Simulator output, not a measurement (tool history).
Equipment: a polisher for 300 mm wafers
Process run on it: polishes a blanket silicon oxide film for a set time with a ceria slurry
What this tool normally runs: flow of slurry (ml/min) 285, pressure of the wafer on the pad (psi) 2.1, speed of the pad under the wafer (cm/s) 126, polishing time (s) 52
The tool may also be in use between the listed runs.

run    hour  flow of slurry (ml/min)  pressure of the wafer on the pad (psi)  speed of the pad under the wafer (cm/s)  polishing time (s)  incoming thickness of the incoming film, nm  film removed (angstrom)
  1       0                      285                                     2.1                                      126                  52                                       1016.6                     1484
  2   105.7                      285                                     2.1                                      126                  48                                       1009.1                     1290
  3   178.8                      285                                     2.1                                      126                  48                                       1020.4                     1261
        227  -- head pressure recalibrated
      232.5  -- slurry nozzle cleaned
  4   279.9                      285                                     2.1                                      126                  48                                       1041.2                     1313
  5   360.1                      285                                     2.1                                      126                  41                                       1036.3                     1121
      365.2  -- worn pad replaced by a new one
  6   411.2                      285                                     2.1                                      126                  65                                       1027.5                     1918
  7   465.7                      285                                     2.1                                      126                  52                                       1017.8                     1477
  8   504.5                      285                                     2.1                                      126                  52                                       1015.9                     1442
  9   573.6                      285                                     2.1                                      110                  52                                        999.9                     1246
      598.3  -- head pressure recalibrated
 10   622.7                      285                                     2.1                                      110                  52                                       1024.4                     1229
      655.8  -- slurry nozzle cleaned
 11   707.4                      365                                     2.1                                      126                  52                                        997.9                     1470
      769.9  -- worn pad replaced by a new one
 12   770.4                      335                                     2.1                                      126                  52                                       1016.6                     1619
 13   837.9                      335                                     2.1                                      126                  52                                       1009.7                     1511
 14   942.7                      205                                     2.6                                      102                  52                                       1004.4                     1371
     1046.7  -- head pressure recalibrated
 15  1048.7                      220                                     1.7                                      148                  47                                       1008.5                     1136
     1078.4  -- slurry nozzle cleaned
     1090.1  -- worn pad replaced by a new one
 16  1127.1                      285                                     1.9                                      126                  52                                       1008.4                     1427
 17  1166.6                      355                                     1.6                                      152                  52                                       1008.3                     1471
 18  1253.4                      285                                     2.1                                      166                  52                                       1010.6                     1867
 19  1294.6                      285                                     2.1                                      126                  52                                       1013.2                     1439
 20  1392.7                      285                                     2.1                                      126                  41                                       1014.1                     1104
     1414.2  -- worn pad replaced by a new one
     1416.4  -- head pressure recalibrated
 21  1473.6                      285                                     2.1                                      166                  52                                       1012.3                     1829
 22  1510.1                      285                                     2.1                                      156                  41                                       1009.9                     1316
     1550.2  -- slurry nozzle cleaned
 23  1613.9                      285                                     1.9                                      156                  59                                       1025.5                     1819
 24  1695.4                      360                                     2.1                                      126                  52                                       1025.6                     1440
     1734.3  -- worn pad replaced by a new one
 25  1769.1                      225                                     2.6                                       84                  66                                       1014.3                     1553
     1815.1  -- head pressure recalibrated
 26  1850.7                      285                                     2.1                                      126                  65                                       1015.7                     1794

Branching from run 26: 3 alternative next runs. What would each branch give?
  A  1851.1                      285                                     2.1                                      126                  52                                       1001.9                        ?
  B  1851.1                      205                                     2.1                                      114                  57                                       1001.9                        ?
  C  1851.1                      230                                     2.1                                      126                  69                                       1001.9                        ?

run  film removed (angstrom)
  A                     1416
  B                     1352
  C                     1815
With the hidden condition removed and each run's random variation left untouched, the same runs would have given:
run  film removed (angstrom)
  A                     1593
  B                     1548
  C                     2064
